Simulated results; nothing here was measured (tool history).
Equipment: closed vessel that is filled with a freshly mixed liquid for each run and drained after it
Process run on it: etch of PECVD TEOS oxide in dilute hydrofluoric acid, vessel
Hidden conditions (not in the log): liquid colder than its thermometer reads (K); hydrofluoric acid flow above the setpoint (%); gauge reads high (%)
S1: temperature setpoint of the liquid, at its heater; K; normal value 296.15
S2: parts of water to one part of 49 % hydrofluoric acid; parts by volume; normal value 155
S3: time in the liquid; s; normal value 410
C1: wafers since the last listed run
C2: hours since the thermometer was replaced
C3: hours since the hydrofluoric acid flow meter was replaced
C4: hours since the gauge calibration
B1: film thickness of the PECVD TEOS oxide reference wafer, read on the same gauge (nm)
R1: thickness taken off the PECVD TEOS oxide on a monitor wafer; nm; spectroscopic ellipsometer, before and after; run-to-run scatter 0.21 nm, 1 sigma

run	day	S1	S2	S3	C1	C2	C3	C4	B1	R1
1	0	300.15	155	410	0	1779.3	909.6	378.5	140.02	35.08
2	1.462	300.15	155	410	3361	1814.4	944.7	413.6	139.95	35.19
3	2.933	296.15	155	515	3380	1849.7	980	448.9	139.98	37.52
4	4.046	296.15	155	515	2557	1876.4	1006.7	475.6	139.98	37.92
5	5.392	296.15	155	410	3093	1908.7	1039	507.9	140.01	29.93
6	6.5	296.15	155	410	2547	1935.3	1065.6	534.5	140	30.06
7	7.754	296.15	155	410	2882	1965.4	1095.7	564.6	139.97	29.99
8	9.046	294.65	155	410	2968	1996.4	1126.7	595.6	140	28.04
# day 9.358: hydrofluoric acid flow meter replaced
9	10.025	296.15	155	410	2154	2019.9	16	619.1	139.98	30.15
10	10.525	296.15	155	410	1149	2031.9	28	631.1	139.98	30.01
11	11.621	296.15	155	410	2518	2058.2	54.3	657.4	140	29.83
# day 12.858: gauge calibrated
# day 13.071: thermometer replaced
12	13.092	297.65	155	410	3284	0.5	89.6	5.6	139.97	34.64
13	14.3	296.15	155	410	2777	29.5	118.6	34.6	139.98	32.38
14	15.725	296.15	155	410	3275	63.7	152.8	68.8	139.98	32.96
15	16.883	294.15	200	340	2662	91.5	180.6	96.6	139.99	18.57
16	18.362	296.15	130	410	3399	127	216.1	132.1	140	39.44
17	19.575	294.15	155	410	2786	156.1	245.2	161.2	139.99	29.99
18	20.446	296.15	155	410	2001	177	266.1	182.1	140.01	32.54
19	24.342	298.15	155	410	8954	270.5	359.6	275.6	140.05	34.84
20	25.567	292.65	100	170	2815	299.9	389	305	140	19.22
21	26.617	296.15	90	410	2413	325.1	414.2	330.2	140.02	60.79
22	27.233	299.15	155	410	1417	339.9	429	345	140.02	36.09
23	28.696	297.65	100	570	3361	375	464.1	380.1	139.99	78.44
24	29.754	296.15	155	260	2432	400.4	489.5	405.5	139.99	20.49

Each run again, without the hidden state but with its own random variation kept:
run	R1
1	37.95
2	38.12
3	40.84
4	41.33
5	32.66
6	32.84
7	32.79
8	30.75
9	33.04
10	32.91
11	32.74
12	34.68
13	32.46
14	33.07
15	18.66
16	39.68
17	30.22
18	32.8
19	35.25
20	19.49
21	61.68
22	36.6
23	79.72
24	20.84

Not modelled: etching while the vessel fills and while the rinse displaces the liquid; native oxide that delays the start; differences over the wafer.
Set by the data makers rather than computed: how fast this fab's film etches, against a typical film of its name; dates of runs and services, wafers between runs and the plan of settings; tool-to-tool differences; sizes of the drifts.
